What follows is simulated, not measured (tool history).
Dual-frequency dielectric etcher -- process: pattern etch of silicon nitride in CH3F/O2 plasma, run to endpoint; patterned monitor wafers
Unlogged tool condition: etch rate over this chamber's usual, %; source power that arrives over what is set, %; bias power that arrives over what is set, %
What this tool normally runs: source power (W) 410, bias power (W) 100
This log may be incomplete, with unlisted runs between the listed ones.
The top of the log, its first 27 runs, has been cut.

run	day	source power (W)	bias power (W)	wafers since the last listed run	hours since the last wet clean	hours since the last source power generator calibration	hours since the last bias power generator calibration	hours since the last upper electrode change	incoming incoming film thickness, nm	endpoint time (s)
28	30.738	410	100	303	155.3	607.6	633.6	261.4	91.5	98.8
29	31.475	380	100	152	173.0	625.3	651.3	279.1	90.5	101.6
30	32.971	500	88	309	208.9	661.2	687.2	315.0	90.3	90.7
31	34.154	380	78	244	237.3	689.6	715.6	343.4	90.5	108.3
32	34.950	410	88	164	256.4	708.7	734.7	362.5	91.0	101.1
33	36.362	320	107	292	290.3	742.6	768.6	396.4	90.7	110.7
34	37.817	440	116	300	325.2	777.5	803.5	431.3	91.3	92.0
35	39.300	500	82	307	360.8	813.1	839.1	466.9	90.2	93.4

Consider 4 possible next runs. They are alternatives, not a sequence: every one starts from the tool as it was left by run 35. What does each give?
A	39.321	340	100	4	361.3	813.6	839.6	467.4	91.9	?
B	39.321	460	100	4	361.3	813.6	839.6	467.4	91.9	?
C	39.321	320	120	4	361.3	813.6	839.6	467.4	91.9	?
D	39.321	340	122	4	361.3	813.6	839.6	467.4	91.9	?

run	endpoint time (s)
A	110.6
B	94.1
C	109.1
D	104.9
Stripped of hidden state, with their random variation kept, the same runs would have yielded:
run	endpoint time (s)
A	107.7
B	91.5
C	106.2
D	102.0
